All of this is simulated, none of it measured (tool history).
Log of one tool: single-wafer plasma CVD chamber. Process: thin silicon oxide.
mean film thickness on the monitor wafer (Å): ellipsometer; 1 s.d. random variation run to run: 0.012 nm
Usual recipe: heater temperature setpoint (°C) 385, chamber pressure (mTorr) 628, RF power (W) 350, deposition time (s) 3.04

run    hour  heater temperature setpoint (°C)  chamber pressure (mTorr)  RF power (W)  deposition time (s)  wafers since the last listed run  hours since the last thermocouple change  hours since the last RF generator calibration  hours since the last manometer calibration  hours since the showerhead was replaced  hours since the gauge calibration  read-back reference wafer on the same gauge, thickness_nm  mean film thickness on the monitor wafer (Å)
  1     0.0                               385                       628           350                 3.04                                 0                                    1030.4                                         2214.9                                      1113.4                                   3732.8                              180.5                                                      4.439                                         41.90
        4.7  -- RF generator calibrated
  2    78.2                               385                       628           350                 3.04                              3369                                    1108.6                                           73.5                                      1191.6                                   3811.0                              258.7                                                      4.439                                         43.04
  3   115.1                               385                       628           385                 3.51                              1691                                    1145.5                                          110.4                                      1228.5                                   3847.9                              295.6                                                      4.442                                         51.19
  4   179.0                               385                       628           385                 3.51                              2929                                    1209.4                                          174.3                                      1292.4                                   3911.8                              359.5                                                      4.440                                         51.42
  5   264.8                               385                       628           350                 3.04                              3933                                    1295.2                                          260.1                                      1378.2                                   3997.6                              445.3                                                      4.442                                         42.82
      293.8  -- thermocouple changed; heater temperature recalibrated
  6   357.8                               385                       628           350                 3.04                              3897                                      64.0                                          353.1                                      1471.2                                   4090.6                              538.3                                                      4.438                                         42.77
  7   453.5                               385                       628           385                 3.04                              4387                                     159.7                                          448.8                                      1566.9                                   4186.3                              634.0                                                      4.440                                         44.31
  8   497.4                               385                       628           385                 3.04                              2012                                     203.6                                          492.7                                      1610.8                                   4230.2                              677.9                                                      4.440                                         44.08
  9   729.8                               385                       628           350                 3.04                             10655                                     436.0                                          725.1                                      1843.2                                   4462.6                              910.3                                                      4.440                                         42.70
 10   821.9                               385                       628           350                 3.04                              4222                                     528.1                                          817.2                                      1935.3                                   4554.7                             1002.4                                                      4.438                                         42.80
 11   921.0                               385                       628           370                 3.04                              4543                                     627.2                                          916.3                                      2034.4                                   4653.8                             1101.5                                                      4.442                                         43.71
      973.6  -- showerhead replaced
 12   974.1                               385                       505           350                 2.92                              2067                                     680.3                                          969.4                                      2087.5                                      0.5                             1154.6                                                      4.443                                         35.57
 13  1008.8                               385                       505           350                 2.92                              1590                                     715.0                                         1004.1                                      2122.2                                     35.2                             1189.3                                                      4.438                                         35.55
 14  1077.8                               381                       715           350                 3.04                              3163                                     784.0                                         1073.1                                      2191.2                                    104.2                             1258.3                                                      4.439                                         46.99
 15  1172.9                               395                       704           350                 3.04                              4360                                     879.1                                         1168.2                                      2286.3                                    199.3                             1353.4                                                      4.436                                         46.01
 16  1343.2                               379                       628           320                 2.51                              7807                                    1049.4                                         1338.5                                      2456.6                                    369.6                             1523.7                                                      4.441                                         34.38
 17  1414.1                               385                       628           310                 2.43                              3250                                    1120.3                                         1409.4                                      2527.5                                    440.5                             1594.6                                                      4.438                                         32.88
 18  1676.1                               396                       628           395                 3.04                             12012                                    1382.3                                         1671.4                                      2789.5                                    702.5                             1856.6                                                      4.441                                         44.80
     1685.7  -- thermocouple changed; heater temperature recalibrated
 19  1784.0                               385                       628           350                 3.04                              4580                                      98.3                                         1779.3                                      2897.4                                    810.4                             1964.5                                                      4.441                                         43.58
     1849.6  -- capacitance manometer re-zeroed and calibrated
     1854.3  -- gauge calibrated
 20  1871.3                               385                       628           350                 3.04                              3635                                     185.6                                         1866.6                                        21.7                                    897.7                               17.0                                                      4.441                                         41.84
     1935.5  -- RF generator calibrated
 21  1960.6                               378                       628           280                 2.54                              3727                                     274.9                                           25.1                                       111.0                                    987.0                              106.3                                                      4.441                                         33.24
 22  2021.8                               385                       575           400                 3.04                              2805                                     336.1                                           86.3                                       172.2                                   1048.2                              167.5                                                      4.439                                         41.80
 23  2068.7                               385                       628           350                 3.04                              2150                                     383.0                                          133.2                                       219.1                                   1095.1                              214.4                                                      4.438                                         42.39
 24  2135.7                               385                       628           330                 2.64                              3071                                     450.0                                          200.2                                       286.1                                   1162.1                              281.4                                                      4.437                                         35.97
 25  2229.5                               385                       723           350                 3.04                              4300                                     543.8                                          294.0                                       379.9                                   1255.9                              375.2                                                      4.441                                         46.68
 26  2327.6                               385                       628           350                 3.04                              4497                                     641.9                                          392.1                                       478.0                                   1354.0                              473.3                                                      4.440                                         42.08
 27  2431.9                               385                       628           350                 3.04                              4781                                     746.2                                          496.4                                       582.3                                   1458.3                              577.6                                                      4.438                                         42.20
 28  2506.5                               385                       628           350                 3.04                              3420                                     820.8                                          571.0                                       656.9                                   1532.9                              652.2                                                      4.441                                         42.02
 29  2569.7                               385                       628           350                 2.60                              2897                                     884.0                                          634.2                                       720.1                                   1596.1                              715.4                                                      4.441                                         35.92

Hidden state at the last listed run before each entry between runs and at the first one after, where it differs:
Logged between run 1 and run 2: RF generator calibrated (hour 4.7)
  delivered RF power above the setpoint (%): -8.03 -> -0.857; true pressure above the setpoint (%): 0.867 -> 0.974
  difference, measured minus the result without the unlogged condition, mean film thickness on the monitor wafer (Å): -0.96 -> +0.16
Logged between run 5 and run 6: thermocouple changed; heater temperature recalibrated (hour 293.8)
  delivered RF power above the setpoint (%): -2.45 -> -3.11; true pressure above the setpoint (%): 1.26 -> 1.42
  difference, measured minus the result without the unlogged condition, mean film thickness on the monitor wafer (Å): +0.01 -> -0.05
Logged between run 11 and run 12: showerhead replaced (hour 973.6)
  delivered RF power above the setpoint (%): -5.72 -> -5.88; true pressure above the setpoint (%): 2.6 -> 2.73
  difference, measured minus the result without the unlogged condition, mean film thickness on the monitor wafer (Å): -0.06 -> -0.05
Logged between run 18 and run 19: thermocouple changed; heater temperature recalibrated (hour 1685.7)
  delivered RF power above the setpoint (%): -7.18 -> -7.29; true pressure above the setpoint (%): 4.78 -> 5.14
  difference, measured minus the result without the unlogged condition, mean film thickness on the monitor wafer (Å): +0.42 -> +0.39
Logged between run 19 and run 20: capacitance manometer re-zeroed and calibrated (hour 1849.6); gauge calibrated (hour 1854.3)
  delivered RF power above the setpoint (%): -7.29 -> -7.37; true pressure above the setpoint (%): 5.14 -> 0.0519
  difference, measured minus the result without the unlogged condition, mean film thickness on the monitor wafer (Å): +0.39 -> -1.09
Logged between run 20 and run 21: RF generator calibrated (hour 1935.5)
  delivered RF power above the setpoint (%): -7.37 -> -1.82; true pressure above the setpoint (%): 0.0519 -> 0.059
  difference, measured minus the result without the unlogged condition, mean film thickness on the monitor wafer (Å): -1.09 -> -0.21

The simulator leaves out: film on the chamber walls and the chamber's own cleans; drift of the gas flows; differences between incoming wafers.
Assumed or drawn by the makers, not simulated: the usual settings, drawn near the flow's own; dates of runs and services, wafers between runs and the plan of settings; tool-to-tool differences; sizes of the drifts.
